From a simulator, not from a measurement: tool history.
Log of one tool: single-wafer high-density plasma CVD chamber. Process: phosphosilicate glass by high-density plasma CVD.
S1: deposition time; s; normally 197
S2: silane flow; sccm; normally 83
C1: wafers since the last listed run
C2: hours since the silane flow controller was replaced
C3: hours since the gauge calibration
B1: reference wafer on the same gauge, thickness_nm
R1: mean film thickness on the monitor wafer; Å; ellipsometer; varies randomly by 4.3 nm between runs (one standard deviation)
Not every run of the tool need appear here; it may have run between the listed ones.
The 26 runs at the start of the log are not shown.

{"run": 27, "hour": 800.9, "S1": 177, "S2": 90, "C1": 328, "C2": 364.4, "C3": 320, "B1": 1548.926, "R1": 17187.21}
{"run": 28, "hour": 831.7, "S1": 171, "S2": 96, "C1": 290, "C2": 395.2, "C3": 350.8, "B1": 1550.844, "R1": 17583.42}
{"run": 29, "hour": 865.2, "S1": 197, "S2": 83, "C1": 315, "C2": 428.7, "C3": 384.3, "B1": 1549.357, "R1": 17814.57}
{"run": 30, "hour": 892.8, "S1": 197, "S2": 83, "C1": 259, "C2": 456.3, "C3": 411.9, "B1": 1550.23, "R1": 17815.55}
{"run": 31, "hour": 914.7, "S1": 181, "S2": 91, "C1": 206, "C2": 478.2, "C3": 433.8, "B1": 1549.07, "R1": 17789.57}
{"run": 32, "hour": 949.3, "S1": 168, "S2": 76, "C1": 325, "C2": 512.8, "C3": 468.4, "B1": 1549.168, "R1": 14128.93}
{"run": 33, "hour": 964.4, "S1": 212, "S2": 98, "C1": 142, "C2": 527.9, "C3": 483.5, "B1": 1550.097, "R1": 22147.94}
{"run": 34, "hour": 976.7, "S1": 231, "S2": 76, "C1": 115, "C2": 540.2, "C3": 495.8, "B1": 1549.599, "R1": 19429.25}
{"run": 35, "hour": 1012.5, "S1": 217, "S2": 95, "C1": 337, "C2": 576, "C3": 531.6, "B1": 1549.138, "R1": 22124.7}
{"run": 36, "hour": 1034.9, "S1": 186, "S2": 75, "C1": 210, "C2": 598.4, "C3": 554, "B1": 1549.551, "R1": 15536.43}
{"run": 37, "hour": 1068.3, "S1": 227, "S2": 100, "C1": 314, "C2": 631.8, "C3": 587.4, "B1": 1551.43, "R1": 24245.28}
{"run": 38, "hour": 1093.0, "S1": 209, "S2": 72, "C1": 232, "C2": 656.5, "C3": 612.1, "B1": 1549.532, "R1": 16830.65}
{"run": 39, "hour": 1143.1, "S1": 197, "S2": 83, "C1": 471, "C2": 706.6, "C3": 662.2, "B1": 1551.678, "R1": 17955.32}
{"run": 40, "hour": 1163.3, "S1": 226, "S2": 92, "C1": 190, "C2": 726.8, "C3": 682.4, "B1": 1550.557, "R1": 22560.33}
{"run": 41, "hour": 1195.9, "S1": 225, "S2": 72, "C1": 306, "C2": 759.4, "C3": 715, "B1": 1550.354, "R1": 18160.67}
{"run": 42, "hour": 1220.2, "S1": 197, "S2": 83, "C1": 228, "C2": 783.7, "C3": 739.3, "B1": 1551.012, "R1": 17985.71}
{"run": 43, "hour": 1239.4, "S1": 178, "S2": 74, "C1": 180, "C2": 802.9, "C3": 758.5, "B1": 1549.912, "R1": 14784.67}
{"run": 44, "hour": 1270.2, "S1": 231, "S2": 73, "C1": 290, "C2": 833.7, "C3": 789.3, "B1": 1548.906, "R1": 18893.01}
{"run": 45, "hour": 1286.0, "S1": 197, "S2": 94, "C1": 148, "C2": 849.5, "C3": 805.1, "B1": 1550.315, "R1": 20043.8}

4 ways to go on from here, each from the tool as it stands after run 45. What would each give?
{"run": "A", "hour": 1286.5, "S1": 197, "S2": 98, "C1": 4, "C2": 850, "C3": 805.6, "B1": "?", "R1": "?"}
{"run": "B", "hour": 1286.5, "S1": 197, "S2": 73, "C1": 4, "C2": 850, "C3": 805.6, "B1": "?", "R1": "?"}
{"run": "C", "hour": 1286.5, "S1": 213, "S2": 74, "C1": 4, "C2": 850, "C3": 805.6, "B1": "?", "R1": "?"}
{"run": "D", "hour": 1286.5, "S1": 161, "S2": 71, "C1": 4, "C2": 850, "C3": 805.6, "B1": "?", "R1": "?"}

run=A B1=1550.104 R1=20685.21
run=B B1=1550.104 R1=16103.87
run=C B1=1550.104 R1=17609.94
run=D B1=1550.104 R1=12861.5
Stripped of hidden state, with their random variation kept, the same runs would have yielded:
run=A R1=20448.64
run=B R1=15919.7
run=C R1=17408.54
run=D R1=12714.41
